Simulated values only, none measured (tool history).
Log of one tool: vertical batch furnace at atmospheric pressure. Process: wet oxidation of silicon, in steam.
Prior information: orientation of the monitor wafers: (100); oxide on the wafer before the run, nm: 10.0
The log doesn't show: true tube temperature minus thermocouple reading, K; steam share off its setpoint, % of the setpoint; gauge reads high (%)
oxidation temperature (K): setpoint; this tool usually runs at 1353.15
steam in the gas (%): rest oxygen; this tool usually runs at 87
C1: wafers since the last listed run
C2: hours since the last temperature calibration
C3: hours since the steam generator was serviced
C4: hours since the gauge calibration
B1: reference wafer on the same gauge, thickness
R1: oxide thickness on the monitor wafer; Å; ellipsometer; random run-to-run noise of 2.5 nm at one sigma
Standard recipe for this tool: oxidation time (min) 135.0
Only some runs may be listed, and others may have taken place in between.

Run 1, hour 0.0: usual settings; C1 0; C2 4210.5; C3 1534.2; C4 2607.9; B1 984.71. Result: R1 8746.9 Å.
Run 2, hour 63.2: usual settings; C1 1001; C2 4273.7; C3 1597.4; C4 2671.1; B1 985.64. Result: R1 8765.4 Å.
Run 3, hour 89.4: usual settings; C1 414; C2 4299.9; C3 1623.6; C4 2697.3; B1 986.13. Result: R1 8773.4 Å.
At hour 142.0: steam generator serviced.
Run 4, hour 142.5: usual settings; C1 460; C2 4353.0; C3 0.5; C4 2750.4; B1 985.73. Result: R1 8790.7 Å.
At hour 155.0: gauge calibrated.
Run 5, hour 196.4: usual settings; C1 853; C2 4406.9; C3 54.4; C4 41.4; B1 984.91. Result: R1 8769.5 Å.
Run 6, hour 227.3: usual settings; C1 489; C2 4437.8; C3 85.3; C4 72.3; B1 984.95. Result: R1 8771.3 Å.
Run 7, hour 298.4: usual settings; C1 1126; C2 4508.9; C3 156.4; C4 143.4; B1 985.10. Result: R1 8778.8 Å.
At hour 324.0: thermocouples replaced and temperature profile calibrated.
Run 8, hour 372.5: usual settings; C1 793; C2 48.5; C3 230.5; C4 217.5; B1 984.43. Result: R1 8679.9 Å.
Run 9, hour 444.5: usual settings but oxidation time (min) 112.5; C1 1140; C2 120.5; C3 302.5; C4 289.5; B1 985.18. Result: R1 7826.3 Å.
Run 10, hour 510.6: usual settings but oxidation time (min) 112.5; C1 1046; C2 186.6; C3 368.6; C4 355.6; B1 984.13. Result: R1 7816.9 Å.
Run 11, hour 554.3: usual settings but oxidation time (min) 112.5; C1 692; C2 230.3; C3 412.3; C4 399.3; B1 985.43. Result: R1 7821.3 Å.
Run 12, hour 580.0: usual settings; C1 407; C2 256.0; C3 438.0; C4 425.0; B1 985.02. Result: R1 8631.9 Å.
Run 13, hour 630.2: usual settings; C1 795; C2 306.2; C3 488.2; C4 475.2; B1 984.23. Result: R1 8674.6 Å.
Run 14, hour 701.5: usual settings but oxidation temperature (K) 1339.15, oxidation time (min) 104.5, steam in the gas (%) 77; C1 1129; C2 377.5; C3 559.5; C4 546.5; B1 985.19. Result: R1 6615.4 Å.
Run 15, hour 737.9: usual settings but oxidation temperature (K) 1337.15, oxidation time (min) 175.5, steam in the gas (%) 95; C1 576; C2 413.9; C3 595.9; C4 582.9; B1 985.58. Result: R1 9865.9 Å.
Run 16, hour 803.8: usual settings; C1 1043; C2 479.8; C3 661.8; C4 648.8; B1 984.48. Result: R1 8653.9 Å.
Run 17, hour 831.0: usual settings; C1 430; C2 507.0; C3 689.0; C4 676.0; B1 985.56. Result: R1 8693.1 Å.
Run 18, hour 886.3: usual settings; C1 875; C2 562.3; C3 744.3; C4 731.3; B1 986.02. Result: R1 8662.3 Å.
Run 19, hour 958.0: usual settings but oxidation temperature (K) 1334.15, oxidation time (min) 156.0; C1 1135; C2 634.0; C3 816.0; C4 803.0; B1 984.72. Result: R1 8696.0 Å.
Run 20, hour 995.7: usual settings; C1 597; C2 671.7; C3 853.7; C4 840.7; B1 984.29. Result: R1 8674.4 Å.
Run 21, hour 1147.1: usual settings but oxidation time (min) 69.5; C1 2398; C2 823.1; C3 1005.1; C4 992.1; B1 984.11. Result: R1 6014.8 Å.
Run 22, hour 1178.2: usual settings but oxidation temperature (K) 1337.15, oxidation time (min) 175.5, steam in the gas (%) 95; C1 492; C2 854.2; C3 1036.2; C4 1023.2; B1 983.98. Result: R1 9916.6 Å.
Run 23, hour 1244.6: usual settings; C1 1051; C2 920.6; C3 1102.6; C4 1089.6; B1 984.19. Result: R1 8691.8 Å.
Run 24, hour 1284.0: usual settings but oxidation temperature (K) 1341.15; C1 624; C2 960.0; C3 1142.0; C4 1129.0; B1 984.33. Result: R1 8358.5 Å.
Run 25, hour 1334.6: usual settings but oxidation temperature (K) 1363.15, oxidation time (min) 81.0, steam in the gas (%) 93; C1 801; C2 1010.6; C3 1192.6; C4 1179.6; B1 985.60. Result: R1 7054.4 Å.
Run 26, hour 1364.0: usual settings but oxidation temperature (K) 1371.15, oxidation time (min) 177.5, steam in the gas (%) 82; C1 465; C2 1040.0; C3 1222.0; C4 1209.0; B1 984.71. Result: R1 10392.2 Å.
Run 27, hour 1396.5: usual settings; C1 514; C2 1072.5; C3 1254.5; C4 1241.5; B1 984.75. Result: R1 8715.3 Å.
Run 28, hour 1458.3: usual settings but oxidation temperature (K) 1330.15, oxidation time (min) 196.0, steam in the gas (%) 76; C1 978; C2 1134.3; C3 1316.3; C4 1303.3; B1 984.20. Result: R1 9094.1 Å.
Run 29, hour 1519.6: usual settings but oxidation time (min) 155.5, steam in the gas (%) 82; C1 970; C2 1195.6; C3 1377.6; C4 1364.6; B1 984.87. Result: R1 9096.4 Å.
Run 30, hour 1547.0: usual settings but oxidation temperature (K) 1362.15, oxidation time (min) 69.0, steam in the gas (%) 93; C1 433; C2 1223.0; C3 1405.0; C4 1392.0; B1 984.76. Result: R1 6474.1 Å.
Run 31, hour 1606.6: usual settings but oxidation temperature (K) 1376.15, oxidation time (min) 156.0, steam in the gas (%) 84; C1 943; C2 1282.6; C3 1464.6; C4 1451.6; B1 985.25. Result: R1 10008.1 Å.
At hour 1698.0: steam generator serviced.
Run 32, hour 1698.5: usual settings but oxidation temperature (K) 1344.15, oxidation time (min) 197.0, steam in the gas (%) 94; C1 1075; C2 1374.5; C3 0.5; C4 1543.5; B1 986.05. Result: R1 10787.4 Å.
Run 33, hour 1735.5: usual settings but oxidation temperature (K) 1343.15, oxidation time (min) 96.5, steam in the gas (%) 92; C1 586; C2 1411.5; C3 37.5; C4 1580.5; B1 985.00. Result: R1 7193.8 Å.
Run 34, hour 1775.1: usual settings but oxidation temperature (K) 1345.15, oxidation time (min) 72.5; C1 627; C2 1451.1; C3 77.1; C4 1620.1; B1 984.31. Result: R1 5977.7 Å.
Run 35, hour 1815.8: usual settings but oxidation time (min) 101.5, steam in the gas (%) 96; C1 644; C2 1491.8; C3 117.8; C4 1660.8; B1 984.94. Result: R1 7898.9 Å.
Run 36, hour 1858.8: usual settings; C1 681; C2 1534.8; C3 160.8; C4 1703.8; B1 984.07. Result: R1 8744.4 Å.
Run 37, hour 1916.3: usual settings; C1 910; C2 1592.3; C3 218.3; C4 1761.3; B1 985.37. Result: R1 8736.0 Å.

Consider 5 possible next runs. They are alternatives, not a sequence: every one starts from the tool as it was left by run 37. What does each give?
Run A, hour 1922.0: usual settings; C1 90; C2 1598.0; C3 224.0; C4 1767.0; B1 ?. Result: R1 ?.
Run B, hour 1922.0: usual settings but oxidation temperature (K) 1339.15, oxidation time (min) 199.5, steam in the gas (%) 79; C1 90; C2 1598.0; C3 224.0; C4 1767.0; B1 ?. Result: R1 ?.
Run C, hour 1922.0: usual settings but oxidation temperature (K) 1335.15, oxidation time (min) 87.0, steam in the gas (%) 76; C1 90; C2 1598.0; C3 224.0; C4 1767.0; B1 ?. Result: R1 ?.
Run D, hour 1922.0: usual settings but oxidation temperature (K) 1343.15, oxidation time (min) 70.0, steam in the gas (%) 90; C1 90; C2 1598.0; C3 224.0; C4 1767.0; B1 ?. Result: R1 ?.
Run E, hour 1922.0: usual settings but oxidation temperature (K) 1371.15, oxidation time (min) 188.5, steam in the gas (%) 95; C1 90; C2 1598.0; C3 224.0; C4 1767.0; B1 ?. Result: R1 ?.

run      B1       R1
  A  984.18   8745.8
  B  984.18   9757.3
  C  984.18   5886.9
  D  984.18   5933.3
  E  984.18  11652.6
Had the tool no hidden state, the same runs would have come out as:
run       R1
  A   8612.3
  B   9602.2
  C   5774.0
  D   5824.3
  E  11503.3
